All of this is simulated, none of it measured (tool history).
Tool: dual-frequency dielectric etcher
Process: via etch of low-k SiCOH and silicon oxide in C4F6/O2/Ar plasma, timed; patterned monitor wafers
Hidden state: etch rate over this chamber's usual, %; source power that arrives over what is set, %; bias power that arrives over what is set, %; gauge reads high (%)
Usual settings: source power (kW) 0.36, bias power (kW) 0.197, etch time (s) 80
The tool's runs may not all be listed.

run     day  source power (kW)  bias power (kW)  etch time (s)  wafers since the last listed run  hours since the last wet clean  hours since the last source power generator calibration  hours since the last bias power generator calibration  hours since the last upper electrode change  hours since the gauge calibration  read-back reference wafer on the same gauge, depth_nm  mean etch depth across the wafer (Å)
  1       0               0.36            0.197             80                                 0                           356.2                                                   4168.8                                                 3021.9                                       3327.7                              527.4                                                  252.1                                  2124
  2   2.983               0.36            0.197             80                               910                           427.8                                                   4240.4                                                 3093.5                                       3399.3                                599                                                  251.8                                  2119
  3   4.771               0.36            0.197             80                               545                           470.7                                                   4283.3                                                 3136.4                                       3442.2                              641.9                                                  251.9                                  2124
  4   6.033               0.36            0.197             80                               385                             501                                                   4313.6                                                 3166.7                                       3472.5                              672.2                                                  251.7                                  2126
  5    8.85               0.36            0.197             80                               859                           568.6                                                   4381.2                                                 3234.3                                       3540.1                              739.8                                                  252.2                                  2117
     10.062  -- wet clean of the chamber
  6  10.517               0.36            0.197             80                               203                            10.9                                                   4421.2                                                 3274.3                                       3580.1                              779.8                                                  252.6                                  2122
  7  13.479               0.36            0.197             80                               903                              82                                                   4492.3                                                 3345.4                                       3651.2                              850.9                                                  252.5                                  2130
     15.262  -- source power generator calibrated
  8  18.625               0.36            0.197             80                              1519                           205.5                                                     80.7                                                 3468.9                                       3774.7                              974.4                                                  251.8                                  2123
  9  19.771               0.36            0.197             80                               349                             233                                                    108.2                                                 3496.4                                       3802.2                             1001.9                                                    252                                  2121
 10  20.908               0.36            0.197             80                               347                           260.3                                                    135.5                                                 3523.7                                       3829.5                             1029.2                                                  251.8                                  2123
 11  22.588               0.36            0.197             80                               512                           300.6                                                    175.8                                                   3564                                       3869.8                             1069.5                                                  252.1                                  2119
 12  23.692               0.36            0.197             80                               336                           327.1                                                    202.3                                                 3590.5                                       3896.3                               1096                                                  252.2                                  2122
 13  25.625               0.36            0.227           94.5                               589                           373.5                                                    248.7                                                 3636.9                                       3942.7                             1142.4                                                  252.2                                  2647
 14    27.1                0.3            0.236             74                               450                           408.9                                                    284.1                                                 3672.3                                       3978.1                             1177.8                                                  252.4                                  1978
 15  29.204               0.36             0.23             80                               641                           459.4                                                    334.6                                                 3722.8                                       4028.6                             1228.3                                                    252                                  2225
     30.554  -- upper electrode replaced
      30.75  -- gauge calibrated
 16  30.975               0.36            0.197             80                               235                           501.9                                                    377.1                                                 3765.3                                         10.1                                5.4                                                  252.1                                  2117
     34.321  -- wet clean of the chamber
 17  34.342               0.36             0.23             80                               722                             0.5                                                    457.9                                                 3846.1                                         90.9                               86.2                                                  252.2                                  2247
 18   35.65               0.29            0.178             80                               399                            31.9                                                    489.3                                                 3877.5                                        122.3                              117.6                                                  252.4                                  1932
 19  38.192               0.36            0.197             80                               775                            92.9                                                    550.3                                                 3938.5                                        183.3                              178.6                                                  251.7                                  2136
     39.542  -- bias power generator calibrated
 20  40.362               0.36            0.197             80                               611                             145                                                    602.4                                                   19.7                                        235.4                              230.7                                                  251.8                                  2120
 21    42.6               0.32            0.212             80                               682                           198.7                                                    656.1                                                   73.4                                        289.1                              284.4                                                  252.4                                  2101
 22  44.575                0.3            0.197             69                               602                           246.1                                                    703.5                                                  120.8                                        336.5                              331.8                                                  252.2                                  1747
 23  47.404                0.4            0.238           92.5                               863                             314                                                    771.4                                                  188.7                                        404.4                              399.7                                                  252.4                                  2713
 24  48.554               0.32            0.218           60.5                               350                           341.6                                                      799                                                  216.3                                          432                              427.3                                                  251.8                                  1615
 25  50.071               0.28            0.197           89.5                               462                             378                                                    835.4                                                  252.7                                        468.4                              463.7                                                  251.8                                  2210

Forecast each of these 4 alternatives for the next run:
  A  50.088               0.36            0.197           61.5                                 5                           378.4                                                    835.8                                                  253.1                                        468.8                              464.1                                                      ?                                     ?
  B  50.088               0.36            0.226           91.5                                 5                           378.4                                                    835.8                                                  253.1                                        468.8                              464.1                                                      ?                                     ?
  C  50.088               0.33            0.197             92                                 5                           378.4                                                    835.8                                                  253.1                                        468.8                              464.1                                                      ?                                     ?
  D  50.088               0.36            0.184           62.5                                 5                           378.4                                                    835.8                                                  253.1                                        468.8                              464.1                                                      ?                                     ?

run  read-back reference wafer on the same gauge, depth_nm  mean etch depth across the wafer (Å)
  A                                                  252.1                                  1630
  B                                                  252.1                                  2541
  C                                                  252.1                                  2376
  D                                                  252.1                                  1619
Without the tool's hidden state the same runs would have given:
run  mean etch depth across the wafer (Å)
  A                                  1630
  B                                  2541
  C                                  2376
  D                                  1619
